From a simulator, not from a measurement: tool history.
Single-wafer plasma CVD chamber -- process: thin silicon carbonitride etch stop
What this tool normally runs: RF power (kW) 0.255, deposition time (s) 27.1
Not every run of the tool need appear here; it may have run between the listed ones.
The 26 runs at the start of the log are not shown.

run   hour  RF power (kW)  deposition time (s)  wafers since the last listed run  hours since the last thermocouple change  hours since the last RF generator calibration  hours since the showerhead was replaced  hours since the gauge calibration  read-back reference wafer on the same gauge, thickness_nm  mean film thickness on the monitor wafer (angstrom)
 27  365.8            0.3                 30.6                               323                                      2188                                           41.7                                     85.1                              104.2                                                     14.803                                               208.01
     381.8  -- thermocouple changed; heater temperature recalibrated
 28  382.3           0.28                 31.3                               230                                       0.5                                           58.2                                    101.6                              120.7                                                     14.801                                               209.11
 29  391.1          0.275                 21.8                               239                                       9.3                                             67                                    110.4                              129.5                                                     14.802                                               145.36
 30  407.8          0.255                   31                               453                                        26                                           83.7                                    127.1                              146.2                                                     14.802                                               203.28
 31  415.4          0.255                 27.1                               206                                      33.6                                           91.3                                    134.7                              153.8                                                     14.805                                               177.34
 32  427.4          0.275                 28.5                               326                                      45.6                                          103.3                                    146.7                              165.8                                                     14.792                                               190.11
 33  435.7          0.215                 22.1                               225                                      53.9                                          111.6                                      155                              174.1                                                     14.798                                                139.1
 34  452.9           0.23                 32.1                               467                                      71.1                                          128.8                                    172.2                              191.3                                                     14.801                                               205.37

What will run 35 give?
 35  470.2          0.255                 27.1                               470                                      88.4                                          146.1                                    189.5                              208.6                                                          ?                                                    ?

read-back reference wafer on the same gauge, thickness_nm: 14.786
mean film thickness on the monitor wafer (angstrom): 176.72
If the tool had no hidden condition, the same run with the same run-to-run variation would have returned mean film thickness on the monitor wafer (angstrom) 177.7.

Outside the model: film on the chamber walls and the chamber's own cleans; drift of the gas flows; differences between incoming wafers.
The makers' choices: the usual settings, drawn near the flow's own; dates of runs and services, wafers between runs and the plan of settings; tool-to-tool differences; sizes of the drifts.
